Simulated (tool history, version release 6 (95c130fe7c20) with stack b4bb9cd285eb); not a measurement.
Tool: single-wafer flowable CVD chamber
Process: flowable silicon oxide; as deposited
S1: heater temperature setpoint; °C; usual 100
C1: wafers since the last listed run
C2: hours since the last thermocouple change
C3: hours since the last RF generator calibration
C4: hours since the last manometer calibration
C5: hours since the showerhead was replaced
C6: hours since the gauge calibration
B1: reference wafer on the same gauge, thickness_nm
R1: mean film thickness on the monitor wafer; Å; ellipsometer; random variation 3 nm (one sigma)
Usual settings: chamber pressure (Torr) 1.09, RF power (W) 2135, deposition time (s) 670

run 1 hour=0.0 | S1=100 chamber_pressure_(Torr)=1.09 RF_power_(W)=2135 deposition_time_(s)=670 | C1=0 C2=2954.0 C3=2027.8 C4=2428.4 C5=5053.2 C6=282.5 | B1=657.499 | R1=4909.97
run 2 hour=50.4 | S1=100 chamber_pressure_(Torr)=1.09 RF_power_(W)=2135 deposition_time_(s)=670 | C1=143 C2=3004.4 C3=2078.2 C4=2478.8 C5=5103.6 C6=332.9 | B1=656.394 | R1=4911.23
run 3 hour=65.4 | S1=100 chamber_pressure_(Torr)=1.09 RF_power_(W)=2135 deposition_time_(s)=670 | C1=42 C2=3019.4 C3=2093.2 C4=2493.8 C5=5118.6 C6=347.9 | B1=657.314 | R1=4921.31
run 4 hour=76.2 | S1=100 chamber_pressure_(Torr)=1.09 RF_power_(W)=2135 deposition_time_(s)=670 | C1=30 C2=3030.2 C3=2104.0 C4=2504.6 C5=5129.4 C6=358.7 | B1=657.350 | R1=4921.52
run 5 hour=91.0 | S1=100 chamber_pressure_(Torr)=1.09 RF_power_(W)=2135 deposition_time_(s)=670 | C1=42 C2=3045.0 C3=2118.8 C4=2519.4 C5=5144.2 C6=373.5 | B1=658.080 | R1=4908.29
-- hour=105.3 showerhead replaced
run 6 hour=105.8 | S1=100 chamber_pressure_(Torr)=1.09 RF_power_(W)=2135 deposition_time_(s)=670 | C1=19 C2=3059.8 C3=2133.6 C4=2534.2 C5=0.5 C6=388.3 | B1=656.149 | R1=4866.64
run 7 hour=112.5 | S1=100 chamber_pressure_(Torr)=1.09 RF_power_(W)=2135 deposition_time_(s)=670 | C1=19 C2=3066.5 C3=2140.3 C4=2540.9 C5=7.2 C6=395.0 | B1=657.393 | R1=4925.34
run 8 hour=121.7 | S1=100 chamber_pressure_(Torr)=1.09 RF_power_(W)=2135 deposition_time_(s)=670 | C1=26 C2=3075.7 C3=2149.5 C4=2550.1 C5=16.4 C6=404.2 | B1=656.883 | R1=4877.07
run 9 hour=130.6 | S1=100 chamber_pressure_(Torr)=1.09 RF_power_(W)=2135 deposition_time_(s)=767 | C1=25 C2=3084.6 C3=2158.4 C4=2559.0 C5=25.3 C6=413.1 | B1=658.292 | R1=5583.19
run 10 hour=140.8 | S1=100 chamber_pressure_(Torr)=1.09 RF_power_(W)=2135 deposition_time_(s)=670 | C1=29 C2=3094.8 C3=2168.6 C4=2569.2 C5=35.5 C6=423.3 | B1=657.185 | R1=4892.11
-- hour=154.1 thermocouple changed; heater temperature recalibrated
run 11 hour=154.6 | S1=100 chamber_pressure_(Torr)=1.09 RF_power_(W)=2135 deposition_time_(s)=670 | C1=16 C2=0.5 C3=2182.4 C4=2583.0 C5=49.3 C6=437.1 | B1=656.904 | R1=4401.76
-- hour=160.0 gauge calibrated
-- hour=168.1 capacitance manometer re-zeroed and calibrated
run 12 hour=168.6 | S1=100 chamber_pressure_(Torr)=1.09 RF_power_(W)=2135 deposition_time_(s)=670 | C1=17 C2=14.5 C3=2196.4 C4=0.5 C5=63.3 C6=8.6 | B1=655.545 | R1=4358.18
run 13 hour=180.1 | S1=100 chamber_pressure_(Torr)=1.09 RF_power_(W)=2135 deposition_time_(s)=670 | C1=32 C2=26.0 C3=2207.9 C4=12.0 C5=74.8 C6=20.1 | B1=657.562 | R1=4430.23
run 14 hour=190.7 | S1=104 chamber_pressure_(Torr)=1.34 RF_power_(W)=2135 deposition_time_(s)=551 | C1=30 C2=36.6 C3=2218.5 C4=22.6 C5=85.4 C6=30.7 | B1=656.885 | R1=3962.80
run 15 hour=206.8 | S1=100 chamber_pressure_(Torr)=1.09 RF_power_(W)=2135 deposition_time_(s)=670 | C1=45 C2=52.7 C3=2234.6 C4=38.7 C5=101.5 C6=46.8 | B1=656.142 | R1=4413.67
-- hour=217.0 thermocouple changed; heater temperature recalibrated, repeated, since the last time left the tool worse
-- hour=228.7 RF generator calibrated
run 16 hour=229.2 | S1=114 chamber_pressure_(Torr)=1.09 RF_power_(W)=1795 deposition_time_(s)=670 | C1=18 C2=12.2 C3=0.5 C4=61.1 C5=123.9 C6=69.2 | B1=658.562 | R1=3472.97
run 17 hour=231.2 | S1=100 chamber_pressure_(Torr)=1.32 RF_power_(W)=2395 deposition_time_(s)=624 | C1=5 C2=14.2 C3=2.5 C4=63.1 C5=125.9 C6=71.2 | B1=657.112 | R1=6367.16
run 18 hour=241.2 | S1=95 chamber_pressure_(Torr)=0.87 RF_power_(W)=2465 deposition_time_(s)=752 | C1=28 C2=24.2 C3=12.5 C4=73.1 C5=135.9 C6=81.2 | B1=656.437 | R1=5770.93
run 19 hour=259.0 | S1=100 chamber_pressure_(Torr)=1.09 RF_power_(W)=2135 deposition_time_(s)=670 | C1=50 C2=42.0 C3=30.3 C4=90.9 C5=153.7 C6=99.0 | B1=658.440 | R1=5497.65
run 20 hour=266.7 | S1=100 chamber_pressure_(Torr)=1.32 RF_power_(W)=2135 deposition_time_(s)=670 | C1=21 C2=49.7 C3=38.0 C4=98.6 C5=161.4 C6=106.7 | B1=657.239 | R1=6640.61
run 21 hour=277.9 | S1=107 chamber_pressure_(Torr)=0.90 RF_power_(W)=2545 deposition_time_(s)=670 | C1=31 C2=60.9 C3=49.2 C4=109.8 C5=172.6 C6=117.9 | B1=656.518 | R1=3755.56
run 22 hour=291.2 | S1=100 chamber_pressure_(Torr)=1.09 RF_power_(W)=2320 deposition_time_(s)=670 | C1=37 C2=74.2 C3=62.5 C4=123.1 C5=185.9 C6=131.2 | B1=655.630 | R1=5530.07
run 23 hour=306.3 | S1=100 chamber_pressure_(Torr)=1.09 RF_power_(W)=2135 deposition_time_(s)=767 | C1=43 C2=89.3 C3=77.6 C4=138.2 C5=201.0 C6=146.3 | B1=657.666 | R1=6287.55
run 24 hour=313.7 | S1=100 chamber_pressure_(Torr)=1.09 RF_power_(W)=2135 deposition_time_(s)=670 | C1=21 C2=96.7 C3=85.0 C4=145.6 C5=208.4 C6=153.7 | B1=657.926 | R1=5522.97
run 25 hour=330.2 | S1=100 chamber_pressure_(Torr)=1.09 RF_power_(W)=2135 deposition_time_(s)=670 | C1=47 C2=113.2 C3=101.5 C4=162.1 C5=224.9 C6=170.2 | B1=657.363 | R1=5515.12
run 26 hour=339.3 | S1=100 chamber_pressure_(Torr)=1.09 RF_power_(W)=2135 deposition_time_(s)=670 | C1=25 C2=122.3 C3=110.6 C4=171.2 C5=234.0 C6=179.3 | B1=658.143 | R1=5464.39
run 27 hour=352.3 | S1=100 chamber_pressure_(Torr)=1.09 RF_power_(W)=2135 deposition_time_(s)=619 | C1=37 C2=135.3 C3=123.6 C4=184.2 C5=247.0 C6=192.3 | B1=656.974 | R1=5098.53
run 28 hour=368.5 | S1=112 chamber_pressure_(Torr)=1.09 RF_power_(W)=2135 deposition_time_(s)=670 | C1=46 C2=151.5 C3=139.8 C4=200.4 C5=263.2 C6=208.5 | B1=656.117 | R1=3847.37
run 29 hour=378.6 | S1=88 chamber_pressure_(Torr)=1.24 RF_power_(W)=1795 deposition_time_(s)=635 | C1=28 C2=161.6 C3=149.9 C4=210.5 C5=273.3 C6=218.6 | B1=655.882 | R1=7942.15

Forecast each of these 3 alternatives for the next run:
run A hour=379.2 | S1=100 chamber_pressure_(Torr)=1.09 RF_power_(W)=2135 deposition_time_(s)=670 | C1=1 C2=162.2 C3=150.5 C4=211.1 C5=273.9 C6=219.2 | B1=? | R1=?
run B hour=379.2 | S1=100 chamber_pressure_(Torr)=1.09 RF_power_(W)=2135 deposition_time_(s)=566 | C1=1 C2=162.2 C3=150.5 C4=211.1 C5=273.9 C6=219.2 | B1=? | R1=?
run C hour=379.2 | S1=106 chamber_pressure_(Torr)=1.09 RF_power_(W)=2325 deposition_time_(s)=572 | C1=1 C2=162.2 C3=150.5 C4=211.1 C5=273.9 C6=219.2 | B1=? | R1=?

run=A B1=655.576 R1=5452.72
run=B B1=655.576 R1=4606.32
run=C B1=655.576 R1=3962.06
Without the tool's hidden state the same runs would have given:
run=A R1=5514.81
run=B R1=4658.78
run=C R1=4005.92

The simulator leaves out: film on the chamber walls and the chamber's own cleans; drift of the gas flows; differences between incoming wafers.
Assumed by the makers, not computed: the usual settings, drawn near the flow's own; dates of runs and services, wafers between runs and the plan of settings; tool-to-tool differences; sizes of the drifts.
